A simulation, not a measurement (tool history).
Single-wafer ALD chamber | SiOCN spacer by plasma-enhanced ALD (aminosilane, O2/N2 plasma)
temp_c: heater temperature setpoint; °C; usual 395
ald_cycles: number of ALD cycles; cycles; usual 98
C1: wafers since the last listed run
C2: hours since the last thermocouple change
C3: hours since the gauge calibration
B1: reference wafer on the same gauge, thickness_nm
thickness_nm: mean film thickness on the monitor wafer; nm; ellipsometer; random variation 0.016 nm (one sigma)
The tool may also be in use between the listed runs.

run 1 hour=0 | temp_c=395 ald_cycles=90 | C1=0 C2=1869.3 C3=138.9 | B1=5.478 | thickness_nm=5.677
run 2 hour=8.7 | temp_c=395 ald_cycles=90 | C1=21 C2=1878 C3=147.6 | B1=5.477 | thickness_nm=5.679
run 3 hour=19.3 | temp_c=395 ald_cycles=90 | C1=26 C2=1888.6 C3=158.2 | B1=5.472 | thickness_nm=5.653
run 4 hour=31.8 | temp_c=406 ald_cycles=98 | C1=31 C2=1901.1 C3=170.7 | B1=5.472 | thickness_nm=6.024
run 5 hour=45.8 | temp_c=395 ald_cycles=110 | C1=34 C2=1915.1 C3=184.7 | B1=5.469 | thickness_nm=6.917
run 6 hour=54.8 | temp_c=395 ald_cycles=110 | C1=22 C2=1924.1 C3=193.7 | B1=5.47 | thickness_nm=6.905
run 7 hour=63.7 | temp_c=395 ald_cycles=98 | C1=22 C2=1933 C3=202.6 | B1=5.461 | thickness_nm=6.15
run 8 hour=76.1 | temp_c=395 ald_cycles=98 | C1=30 C2=1945.4 C3=215 | B1=5.46 | thickness_nm=6.149
run 9 hour=90.2 | temp_c=395 ald_cycles=98 | C1=35 C2=1959.5 C3=229.1 | B1=5.461 | thickness_nm=6.132
run 10 hour=102.9 | temp_c=395 ald_cycles=98 | C1=31 C2=1972.2 C3=241.8 | B1=5.46 | thickness_nm=6.164
run 11 hour=113.8 | temp_c=395 ald_cycles=98 | C1=27 C2=1983.1 C3=252.7 | B1=5.456 | thickness_nm=6.182
run 12 hour=122.4 | temp_c=395 ald_cycles=98 | C1=21 C2=1991.7 C3=261.3 | B1=5.454 | thickness_nm=6.176
run 13 hour=131.4 | temp_c=395 ald_cycles=98 | C1=22 C2=2000.7 C3=270.3 | B1=5.456 | thickness_nm=6.138
run 14 hour=144 | temp_c=395 ald_cycles=106 | C1=31 C2=2013.3 C3=282.9 | B1=5.455 | thickness_nm=6.663
run 15 hour=159.5 | temp_c=402 ald_cycles=98 | C1=38 C2=2028.8 C3=298.4 | B1=5.452 | thickness_nm=6.086
run 16 hour=173.7 | temp_c=395 ald_cycles=110 | C1=35 C2=2043 C3=312.6 | B1=5.458 | thickness_nm=6.889
-- hour=187.4 thermocouple changed; heater temperature recalibrated
run 17 hour=187.9 | temp_c=395 ald_cycles=98 | C1=15 C2=0.5 C3=326.8 | B1=5.454 | thickness_nm=6.144
run 18 hour=193.3 | temp_c=386 ald_cycles=90 | C1=13 C2=5.9 C3=332.2 | B1=5.448 | thickness_nm=5.611
run 19 hour=206.5 | temp_c=395 ald_cycles=98 | C1=32 C2=19.1 C3=345.4 | B1=5.458 | thickness_nm=6.157
-- hour=212.6 gauge calibrated
run 20 hour=216.3 | temp_c=395 ald_cycles=86 | C1=24 C2=28.9 C3=3.7 | B1=5.523 | thickness_nm=5.474
run 21 hour=231.6 | temp_c=404 ald_cycles=98 | C1=38 C2=44.2 C3=19 | B1=5.509 | thickness_nm=6.113
run 22 hour=269.3 | temp_c=409 ald_cycles=104 | C1=93 C2=81.9 C3=56.7 | B1=5.496 | thickness_nm=6.386
run 23 hour=275.8 | temp_c=406 ald_cycles=81 | C1=16 C2=88.4 C3=63.2 | B1=5.488 | thickness_nm=4.995
run 24 hour=292.4 | temp_c=395 ald_cycles=98 | C1=41 C2=105 C3=79.8 | B1=5.484 | thickness_nm=6.203
run 25 hour=332.9 | temp_c=395 ald_cycles=98 | C1=100 C2=145.5 C3=120.3 | B1=5.468 | thickness_nm=6.183
run 26 hour=342.8 | temp_c=395 ald_cycles=115 | C1=24 C2=155.4 C3=130.2 | B1=5.476 | thickness_nm=7.272
run 27 hour=352.2 | temp_c=395 ald_cycles=118 | C1=23 C2=164.8 C3=139.6 | B1=5.463 | thickness_nm=7.397

Hidden state or all else? Some run-to-run changes of thickness_nm, split into what the settings, what came in and random variation would give without the hidden state, and what is left for the hidden state (with any gauge scatter that isn't in both results):
The hidden state here: wafer temperature above the value expected at the setpoint (K); gauge reads high (%).
Run 19 -> 20: ald_cycles 98 -> 86, gauge calibrated. thickness_nm -0.683 nm: hidden state +0.083, all else -0.766.
Run 21 -> 22: temp_c 404 -> 409, ald_cycles 98 -> 104. thickness_nm +0.273 nm: hidden state -0.024, all else +0.297.
Run 22 -> 23: temp_c 409 -> 406, ald_cycles 104 -> 81. thickness_nm -1.391 nm: hidden state +0.009, all else -1.4.
Run 23 -> 24: temp_c 406 -> 395, ald_cycles 81 -> 98. thickness_nm +1.208 nm: hidden state -0.019, all else +1.227.

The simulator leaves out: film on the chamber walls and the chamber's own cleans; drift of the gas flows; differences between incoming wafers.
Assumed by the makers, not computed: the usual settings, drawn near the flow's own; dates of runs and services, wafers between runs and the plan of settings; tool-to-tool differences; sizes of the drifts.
